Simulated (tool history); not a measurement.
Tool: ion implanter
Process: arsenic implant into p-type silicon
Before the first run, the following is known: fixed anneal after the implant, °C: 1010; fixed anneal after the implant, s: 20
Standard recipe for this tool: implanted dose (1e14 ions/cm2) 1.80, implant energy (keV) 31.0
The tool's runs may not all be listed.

run	day	implanted dose (1e14 ions/cm2)	implant energy (keV)	read-back reference wafer on the same gauge, sheet resistance	sheet resistance of the implanted and annealed layer (ohm/square)
1	0.000	1.80	31.0	459.14	444.44
2	1.729	1.80	31.0	459.09	441.60
3	2.775	1.80	31.0	458.78	441.52
4	4.208	1.80	31.0	458.63	442.49
5	5.238	1.80	31.0	459.22	440.06
6	6.321	1.80	31.0	458.91	439.38
7	7.050	1.80	31.0	459.04	441.48
8	7.775	1.80	31.0	458.99	440.31
9	10.754	1.80	31.0	459.04	437.51
10	11.771	1.80	31.0	458.78	438.08
11	12.496	1.80	31.0	458.88	440.06
12	13.829	1.80	31.0	459.24	438.22
13	14.579	1.42	35.5	458.73	509.85
14	15.362	1.80	40.0	458.98	421.69
15	15.892	1.53	31.0	459.25	489.40
# day 17.117: extraction supply calibrated
16	17.138	1.80	38.0	459.24	423.02
17	17.975	1.95	39.0	458.97	397.04
# day 19.025: Faraday cup replaced and dose calibrated
18	19.471	1.52	22.0	458.84	541.23
# day 19.875: gauge calibrated
19	20.954	1.80	31.0	458.71	453.05
20	21.850	2.10	39.0	459.36	392.34
21	23.308	2.32	27.5	459.31	384.82
22	24.329	1.30	22.5	459.20	603.85
23	25.379	1.80	31.0	459.02	453.46
24	26.192	2.07	40.0	459.05	393.81

Here are 3 independent what-if runs from the current tool condition. What would each one return?
A	26.208	1.80	31.0	?	?
B	26.208	2.23	31.0	?	?
C	26.208	1.61	34.0	?	?

run	read-back reference wafer on the same gauge, sheet resistance	sheet resistance of the implanted and annealed layer (ohm/square)
A	459.00	452.45
B	459.00	386.99
C	459.00	482.81
Take away the tool's hidden state, keep each run's random variation, and the runs would have read:
run	sheet resistance of the implanted and annealed layer (ohm/square)
A	450.04
B	384.89
C	480.29
